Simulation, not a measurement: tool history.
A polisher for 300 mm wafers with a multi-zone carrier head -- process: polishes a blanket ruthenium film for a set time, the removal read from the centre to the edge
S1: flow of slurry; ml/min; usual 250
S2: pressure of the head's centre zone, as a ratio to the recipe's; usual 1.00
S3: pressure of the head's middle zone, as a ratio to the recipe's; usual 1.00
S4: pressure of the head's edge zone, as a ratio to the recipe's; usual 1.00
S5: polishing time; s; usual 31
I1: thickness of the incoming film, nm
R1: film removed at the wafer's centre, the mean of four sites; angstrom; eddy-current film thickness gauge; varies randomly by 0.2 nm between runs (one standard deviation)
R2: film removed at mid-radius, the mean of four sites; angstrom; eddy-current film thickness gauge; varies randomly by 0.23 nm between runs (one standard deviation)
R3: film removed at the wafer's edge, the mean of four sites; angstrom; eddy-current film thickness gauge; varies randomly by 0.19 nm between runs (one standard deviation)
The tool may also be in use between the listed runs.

| run | hour | S1 | S2 | S3 | S4 | S5 | I1 | R1 | R2 | R3 |
|---|---|---|---|---|---|---|---|---|---|---|
| 1 | 0.0 | 250 | 1.00 | 1.00 | 1.00 | 35 | 306.9 | 286 | 305 | 311 |
| 2 | 74.5 | 250 | 1.00 | 1.00 | 1.00 | 35 | 303.1 | 283 | 305 | 310 |
| 3 | 143.9 | 250 | 1.00 | 1.00 | 0.94 | 31 | 302.2 | 249 | 271 | 262 |
| 4 | 211.8 | 250 | 1.00 | 1.00 | 1.00 | 31 | 299.1 | 245 | 267 | 273 |
| 5 | 312.4 | 250 | 1.00 | 1.00 | 1.11 | 31 | 296.8 | 243 | 267 | 284 |
| 6 | 371.4 | 250 | 1.00 | 1.00 | 1.08 | 40 | 299.4 | 313 | 338 | 360 |
|  | 416.0 | centre zone pressure recalibrated |
| 7 | 437.8 | 250 | 1.00 | 0.96 | 1.00 | 40 | 299.7 | 329 | 320 | 345 |
|  | 462.9 | worn pad replaced by a new one |
| 8 | 508.9 | 250 | 1.00 | 1.05 | 0.94 | 31 | 304.6 | 249 | 266 | 255 |
|  | 561.0 | slurry nozzle cleaned |
| 9 | 580.7 | 205 | 1.00 | 1.00 | 1.06 | 31 | 303.6 | 261 | 272 | 283 |
| 10 | 676.2 | 330 | 1.11 | 1.10 | 1.00 | 34 | 298.4 | 331 | 339 | 313 |
| 11 | 773.4 | 315 | 1.00 | 1.00 | 1.00 | 38 | 301.0 | 325 | 343 | 349 |
|  | 845.7 | edge zone pressure recalibrated |
| 12 | 846.2 | 250 | 1.00 | 1.00 | 1.00 | 31 | 298.9 | 260 | 272 | 279 |
| 13 | 901.9 | 180 | 1.00 | 1.00 | 1.00 | 31 | 305.5 | 239 | 255 | 265 |
|  | 953.6 | worn pad replaced by a new one |
| 14 | 960.3 | 250 | 0.90 | 0.90 | 1.00 | 25 | 294.8 | 181 | 203 | 219 |
|  | 1000.2 | centre zone pressure recalibrated |
| 15 | 1054.7 | 250 | 1.03 | 1.00 | 1.00 | 31 | 299.2 | 277 | 266 | 272 |
| 16 | 1091.9 | 250 | 1.00 | 0.90 | 1.12 | 31 | 303.9 | 261 | 246 | 290 |
| 17 | 1171.6 | 330 | 0.94 | 1.00 | 0.89 | 24 | 305.0 | 195 | 211 | 208 |
| 18 | 1264.8 | 250 | 1.00 | 1.00 | 1.00 | 31 | 302.2 | 252 | 263 | 272 |
|  | 1268.1 | slurry nozzle cleaned |
| 19 | 1339.2 | 250 | 1.00 | 0.92 | 0.97 | 31 | 302.3 | 267 | 259 | 280 |
| 20 | 1420.2 | 250 | 1.00 | 1.00 | 1.00 | 31 | 302.3 | 259 | 272 | 279 |
| 21 | 1466.6 | 250 | 1.00 | 1.00 | 1.00 | 31 | 296.5 | 260 | 274 | 279 |
|  | 1476.2 | carrier head's membrane replaced by a new one |
|  | 1479.4 | worn pad replaced by a new one |
| 22 | 1566.6 | 250 | 1.00 | 1.00 | 1.00 | 31 | 296.1 | 256 | 270 | 277 |
| 23 | 1630.8 | 250 | 1.10 | 0.96 | 1.00 | 31 | 299.7 | 277 | 264 | 277 |

Below are 3 alternative next runs, each starting from the tool's condition after run 23. Predict each:
| A | 1631.2 | 250 | 1.00 | 1.00 | 1.00 | 31 | 299.6 | ? | ? | ? |
| B | 1631.2 | 250 | 1.00 | 1.00 | 1.04 | 21 | 299.6 | ? | ? | ? |
| C | 1631.2 | 250 | 1.00 | 1.10 | 0.94 | 35 | 299.6 | ? | ? | ? |

| run | R1 | R2 | R3 |
|---|---|---|---|
| A | 254 | 272 | 275 |
| B | 172 | 184 | 190 |
| C | 287 | 333 | 301 |
The same runs, with their run-to-run variation unchanged, on a tool lacking any hidden condition would have given:
| run | R1 | R2 | R3 |
|---|---|---|---|
| A | 279 | 279 | 281 |
| B | 189 | 189 | 194 |
| C | 315 | 342 | 307 |
